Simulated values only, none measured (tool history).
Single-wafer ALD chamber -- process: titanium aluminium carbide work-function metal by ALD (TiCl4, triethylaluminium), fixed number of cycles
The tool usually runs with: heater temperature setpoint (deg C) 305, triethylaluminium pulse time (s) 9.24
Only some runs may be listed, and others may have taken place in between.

run    hour  heater temperature setpoint (deg C)  triethylaluminium pulse time (s)  wafers since the last listed run  hours since the last thermocouple change  hours since the last triethylaluminium bottle change  hours since the showerhead was replaced  hours since the gauge calibration  read-back reference wafer on the same gauge, thickness_nm  mean film thickness on the monitor wafer (angstrom)
  1       0                                  305                             11.16                                 0                                    1307.9                                                 581.8                                   3751.5                             1427.7                                                      2.121                                                21.79
  2    51.3                                  305                             11.16                               571                                    1359.2                                                 633.1                                   3802.8                               1479                                                      2.122                                                21.61
  3   119.3                                  296                              8.34                               758                                    1427.2                                                 701.1                                   3870.8                               1547                                                       2.12                                                 19.8
  4   177.8                                  296                              8.34                               652                                    1485.7                                                 759.6                                   3929.3                             1605.5                                                      2.122                                                19.83
  5   235.2                                  305                              9.24                               639                                    1543.1                                                   817                                   3986.7                             1662.9                                                      2.121                                                21.03
  6   272.6                                  305                              9.24                               416                                    1580.5                                                 854.4                                   4024.1                             1700.3                                                      2.122                                                21.01
  7     334                                  317                              9.24                               684                                    1641.9                                                 915.8                                   4085.5                             1761.7                                                       2.12                                                22.37
  8   370.9                                  317                              9.24                               411                                    1678.8                                                 952.7                                   4122.4                             1798.6                                                       2.12                                                22.27
  9   397.1                                  305                              9.24                               292                                      1705                                                 978.9                                   4148.6                             1824.8                                                       2.12                                                21.01
 10   441.5                                  305                              9.24                               494                                    1749.4                                                1023.3                                     4193                             1869.2                                                      2.121                                                   21
 11     654                                  305                              9.24                              2368                                    1961.9                                                1235.8                                   4405.5                             2081.7                                                       2.12                                                20.69
      687.5  -- gauge calibrated
 12   701.7                                  300                              9.24                               531                                    2009.6                                                1283.5                                   4453.2                               14.2                                                      2.119                                                20.36
 13   761.5                                  305                             11.74                               666                                    2069.4                                                1343.3                                     4513                                 74                                                      2.119                                                21.27
 14   798.9                                  312                             12.47                               416                                    2106.8                                                1380.7                                   4550.4                              111.4                                                      2.122                                                22.37
      845.5  -- showerhead replaced
      855.3  -- triethylaluminium bottle replaced
 15   864.2                                  319                              7.64                               549                                    2172.1                                                   8.9                                     18.7                              176.7                                                       2.12                                                21.82
 16   904.7                                  295                             11.33                               451                                    2212.6                                                  49.4                                     59.2                              217.2                                                      2.118                                                20.54
 17   968.3                                  301                             11.11                               708                                    2276.2                                                   113                                    122.8                              280.8                                                       2.12                                                21.06
 18  1039.5                                  319                              6.19                               793                                    2347.4                                                 184.2                                      194                                352                                                      2.117                                                20.83
 19  1091.7                                  305                              5.78                               581                                    2399.6                                                 236.4                                    246.2                              404.2                                                      2.119                                                18.93
 20    1135                                  305                              9.24                               482                                    2442.9                                                 279.7                                    289.5                              447.5                                                      2.119                                                20.99
 21  1171.3                                  305                              9.24                               404                                    2479.2                                                   316                                    325.8                              483.8                                                       2.12                                                20.82
 22  1229.3                                  319                              6.19                               646                                    2537.2                                                   374                                    383.8                              541.8                                                      2.121                                                20.77
 23  1260.5                                  305                              5.64                               347                                    2568.4                                                 405.2                                      415                                573                                                       2.12                                                18.62
     1294.5  -- thermocouple changed; heater temperature recalibrated
 24  1398.7                                  305                             11.35                              1451                                     104.2                                                 543.4                                    553.2                              711.2                                                      2.119                                                21.89
 25  1451.4                                  292                              9.24                               587                                     156.9                                                 596.1                                    605.9                              763.9                                                       2.12                                                20.05
 26  1653.7                                  305                             12.54                              2255                                     359.2                                                 798.4                                    808.2                              966.2                                                      2.119                                                22.01
 27  1681.8                                  316                             11.96                               313                                     387.3                                                 826.5                                    836.3                              994.3                                                      2.119                                                23.15
 28  1707.9                                  319                              6.19                               290                                     413.4                                                 852.6                                    862.4                             1020.4                                                      2.117                                                20.59
 29  1744.4                                  314                             12.81                               406                                     449.9                                                 889.1                                    898.9                             1056.9                                                       2.12                                                23.07
 30  1801.2                                  314                             12.81                               633                                     506.7                                                 945.9                                    955.7                             1113.7                                                      2.123                                                22.89
 31  1845.6                                  305                             11.28                               494                                     551.1                                                 990.3                                   1000.1                             1158.1                                                       2.12                                                21.73
 32  1904.2                                  305                              9.24                               653                                     609.7                                                1048.9                                   1058.7                             1216.7                                                      2.121                                                20.83

Pick out some run-to-run changes in mean film thickness on the monitor wafer (angstrom). Of each, how much would a tool without hidden state show as well, from the settings, what came in and chance, and how much is left for the hidden state and any gauge scatter not in both results compared?
Hidden state at play: wafer temperature above the value expected at the setpoint (K); triethylaluminium dose above that of a fresh bottle (%); gauge reads high (%).
Run 23 -> 24: triethylaluminium pulse time (s) 5.64 -> 11.35, thermocouple changed; heater temperature recalibrated. mean film thickness on the monitor wafer (angstrom) +3.27: hidden state +0.56, all else +2.71.
Run 27 -> 28: heater temperature setpoint (deg C) 316 -> 319, triethylaluminium pulse time (s) 11.96 -> 6.19. mean film thickness on the monitor wafer (angstrom) -2.56: hidden state -0.38, all else -2.18.
Run 28 -> 29: heater temperature setpoint (deg C) 319 -> 314, triethylaluminium pulse time (s) 6.19 -> 12.81. mean film thickness on the monitor wafer (angstrom) +2.48: hidden state +0.38, all else +2.1.
